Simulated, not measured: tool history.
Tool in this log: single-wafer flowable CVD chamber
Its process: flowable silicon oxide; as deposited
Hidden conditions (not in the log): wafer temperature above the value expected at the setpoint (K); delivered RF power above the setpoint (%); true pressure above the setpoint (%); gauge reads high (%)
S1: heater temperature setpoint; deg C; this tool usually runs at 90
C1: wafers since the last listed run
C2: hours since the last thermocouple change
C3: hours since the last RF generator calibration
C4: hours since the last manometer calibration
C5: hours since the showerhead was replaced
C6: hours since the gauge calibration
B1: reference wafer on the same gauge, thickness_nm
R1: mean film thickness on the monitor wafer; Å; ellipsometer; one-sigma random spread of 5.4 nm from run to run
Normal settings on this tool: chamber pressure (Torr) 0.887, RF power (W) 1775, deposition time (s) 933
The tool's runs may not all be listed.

run 1 hour=0.0 | S1=90 chamber_pressure_(Torr)=0.887 RF_power_(W)=1775 deposition_time_(s)=933 | C1=0 C2=1136.4 C3=1654.8 C4=1577.2 C5=1938.2 C6=278.0 | B1=747.235 | R1=9205.81
run 2 hour=67.4 | S1=90 chamber_pressure_(Torr)=0.887 RF_power_(W)=1775 deposition_time_(s)=933 | C1=99 C2=1203.8 C3=1722.2 C4=1644.6 C5=2005.6 C6=345.4 | B1=745.962 | R1=9211.00
run 3 hour=98.6 | S1=90 chamber_pressure_(Torr)=0.887 RF_power_(W)=1775 deposition_time_(s)=933 | C1=46 C2=1235.0 C3=1753.4 C4=1675.8 C5=2036.8 C6=376.6 | B1=746.887 | R1=9190.93
run 4 hour=159.8 | S1=90 chamber_pressure_(Torr)=0.887 RF_power_(W)=1775 deposition_time_(s)=933 | C1=90 C2=1296.2 C3=1814.6 C4=1737.0 C5=2098.0 C6=437.8 | B1=743.964 | R1=9169.94
run 5 hour=288.8 | S1=90 chamber_pressure_(Torr)=0.887 RF_power_(W)=1775 deposition_time_(s)=933 | C1=190 C2=1425.2 C3=1943.6 C4=1866.0 C5=2227.0 C6=566.8 | B1=738.616 | R1=9007.64
run 6 hour=355.8 | S1=90 chamber_pressure_(Torr)=0.887 RF_power_(W)=1775 deposition_time_(s)=933 | C1=98 C2=1492.2 C3=2010.6 C4=1933.0 C5=2294.0 C6=633.8 | B1=736.665 | R1=9066.58
run 7 hour=413.6 | S1=90 chamber_pressure_(Torr)=0.887 RF_power_(W)=1775 deposition_time_(s)=933 | C1=85 C2=1550.0 C3=2068.4 C4=1990.8 C5=2351.8 C6=691.6 | B1=734.906 | R1=8967.20
run 8 hour=478.3 | S1=87 chamber_pressure_(Torr)=0.887 RF_power_(W)=1775 deposition_time_(s)=933 | C1=95 C2=1614.7 C3=2133.1 C4=2055.5 C5=2416.5 C6=756.3 | B1=733.279 | R1=9851.74
run 9 hour=516.0 | S1=90 chamber_pressure_(Torr)=0.887 RF_power_(W)=1775 deposition_time_(s)=933 | C1=55 C2=1652.4 C3=2170.8 C4=2093.2 C5=2454.2 C6=794.0 | B1=732.558 | R1=8951.33
run 10 hour=573.6 | S1=86 chamber_pressure_(Torr)=0.887 RF_power_(W)=1775 deposition_time_(s)=1034 | C1=85 C2=1710.0 C3=2228.4 C4=2150.8 C5=2511.8 C6=851.6 | B1=730.923 | R1=11130.48
-- hour=612.8 RF generator calibrated
run 11 hour=639.7 | S1=90 chamber_pressure_(Torr)=0.887 RF_power_(W)=1775 deposition_time_(s)=830 | C1=85 C2=1776.1 C3=26.9 C4=2216.9 C5=2577.9 C6=917.7 | B1=728.278 | R1=7892.73
-- hour=699.9 thermocouple changed; heater temperature recalibrated
run 12 hour=761.1 | S1=102 chamber_pressure_(Torr)=1.083 RF_power_(W)=2080 deposition_time_(s)=1041 | C1=167 C2=61.2 C3=148.3 C4=2338.3 C5=2699.3 C6=1039.1 | B1=724.877 | R1=8556.86
run 13 hour=817.9 | S1=90 chamber_pressure_(Torr)=0.973 RF_power_(W)=1550 deposition_time_(s)=790 | C1=83 C2=118.0 C3=205.1 C4=2395.1 C5=2756.1 C6=1095.9 | B1=722.197 | R1=7783.24
run 14 hour=887.5 | S1=78 chamber_pressure_(Torr)=1.028 RF_power_(W)=1460 deposition_time_(s)=1028 | C1=102 C2=187.6 C3=274.7 C4=2464.7 C5=2825.7 C6=1165.5 | B1=721.348 | R1=14514.99
run 15 hour=929.0 | S1=98 chamber_pressure_(Torr)=0.671 RF_power_(W)=1775 deposition_time_(s)=933 | C1=61 C2=229.1 C3=316.2 C4=2506.2 C5=2867.2 C6=1207.0 | B1=720.845 | R1=5205.12
run 16 hour=954.1 | S1=90 chamber_pressure_(Torr)=0.672 RF_power_(W)=1775 deposition_time_(s)=1010 | C1=37 C2=254.2 C3=341.3 C4=2531.3 C5=2892.3 C6=1232.1 | B1=717.835 | R1=7388.41
-- hour=975.1 showerhead replaced
-- hour=986.0 gauge calibrated
-- hour=1136.7 capacitance manometer re-zeroed and calibrated
run 17 hour=1148.9 | S1=81 chamber_pressure_(Torr)=0.715 RF_power_(W)=1905 deposition_time_(s)=774 | C1=264 C2=449.0 C3=536.1 C4=12.2 C5=173.8 C6=162.9 | B1=756.229 | R1=8364.40
run 18 hour=1198.2 | S1=90 chamber_pressure_(Torr)=1.056 RF_power_(W)=1435 deposition_time_(s)=815 | C1=72 C2=498.3 C3=585.4 C4=61.5 C5=223.1 C6=212.2 | B1=754.487 | R1=8749.08
run 19 hour=1246.7 | S1=90 chamber_pressure_(Torr)=1.043 RF_power_(W)=1775 deposition_time_(s)=1092 | C1=71 C2=546.8 C3=633.9 C4=110.0 C5=271.6 C6=260.7 | B1=753.703 | R1=12506.03
run 20 hour=1287.1 | S1=79 chamber_pressure_(Torr)=0.887 RF_power_(W)=1775 deposition_time_(s)=752 | C1=59 C2=587.2 C3=674.3 C4=150.4 C5=312.0 C6=301.1 | B1=750.371 | R1=10219.60
run 21 hour=1317.1 | S1=90 chamber_pressure_(Torr)=0.887 RF_power_(W)=1500 deposition_time_(s)=1099 | C1=44 C2=617.2 C3=704.3 C4=180.4 C5=342.0 C6=331.1 | B1=751.542 | R1=10100.43
run 22 hour=1355.3 | S1=90 chamber_pressure_(Torr)=0.757 RF_power_(W)=2015 deposition_time_(s)=818 | C1=56 C2=655.4 C3=742.5 C4=218.6 C5=380.2 C6=369.3 | B1=749.344 | R1=7180.42
run 23 hour=1387.4 | S1=90 chamber_pressure_(Torr)=1.003 RF_power_(W)=1775 deposition_time_(s)=933 | C1=47 C2=687.5 C3=774.6 C4=250.7 C5=412.3 C6=401.4 | B1=747.618 | R1=10294.75
run 24 hour=1454.9 | S1=86 chamber_pressure_(Torr)=0.887 RF_power_(W)=1775 deposition_time_(s)=933 | C1=99 C2=755.0 C3=842.1 C4=318.2 C5=479.8 C6=468.9 | B1=746.888 | R1=10223.01
run 25 hour=1500.6 | S1=90 chamber_pressure_(Torr)=0.887 RF_power_(W)=1775 deposition_time_(s)=933 | C1=67 C2=800.7 C3=887.8 C4=363.9 C5=525.5 C6=514.6 | B1=744.573 | R1=9189.94
run 26 hour=1549.2 | S1=90 chamber_pressure_(Torr)=0.887 RF_power_(W)=1775 deposition_time_(s)=933 | C1=71 C2=849.3 C3=936.4 C4=412.5 C5=574.1 C6=563.2 | B1=745.612 | R1=9201.00
run 27 hour=1612.3 | S1=90 chamber_pressure_(Torr)=0.887 RF_power_(W)=1775 deposition_time_(s)=933 | C1=93 C2=912.4 C3=999.5 C4=475.6 C5=637.2 C6=626.3 | B1=742.910 | R1=9118.33
run 28 hour=1645.0 | S1=80 chamber_pressure_(Torr)=0.783 RF_power_(W)=1595 deposition_time_(s)=933 | C1=48 C2=945.1 C3=1032.2 C4=508.3 C5=669.9 C6=659.0 | B1=741.023 | R1=10496.24
run 29 hour=1681.7 | S1=76 chamber_pressure_(Torr)=0.887 RF_power_(W)=1775 deposition_time_(s)=1025 | C1=54 C2=981.8 C3=1068.9 C4=545.0 C5=706.6 C6=695.7 | B1=740.351 | R1=14782.13

Here are 3 independent what-if runs from the current tool condition. What would each one return?
run A hour=1682.4 | S1=96 chamber_pressure_(Torr)=0.887 RF_power_(W)=1775 deposition_time_(s)=933 | C1=1 C2=982.5 C3=1069.6 C4=545.7 C5=707.3 C6=696.4 | B1=? | R1=?
run B hour=1682.4 | S1=75 chamber_pressure_(Torr)=0.805 RF_power_(W)=1440 deposition_time_(s)=1084 | C1=1 C2=982.5 C3=1069.6 C4=545.7 C5=707.3 C6=696.4 | B1=? | R1=?
run C hour=1682.4 | S1=90 chamber_pressure_(Torr)=0.957 RF_power_(W)=1775 deposition_time_(s)=933 | C1=1 C2=982.5 C3=1069.6 C4=545.7 C5=707.3 C6=696.4 | B1=? | R1=?

run=A B1=739.387 R1=7461.19
run=B B1=739.387 R1=13362.63
run=C B1=739.387 R1=9729.42
Had the tool no hidden state, the same runs would have come out as:
run=A R1=7628.37
run=B R1=13662.04
run=C R1=9947.42
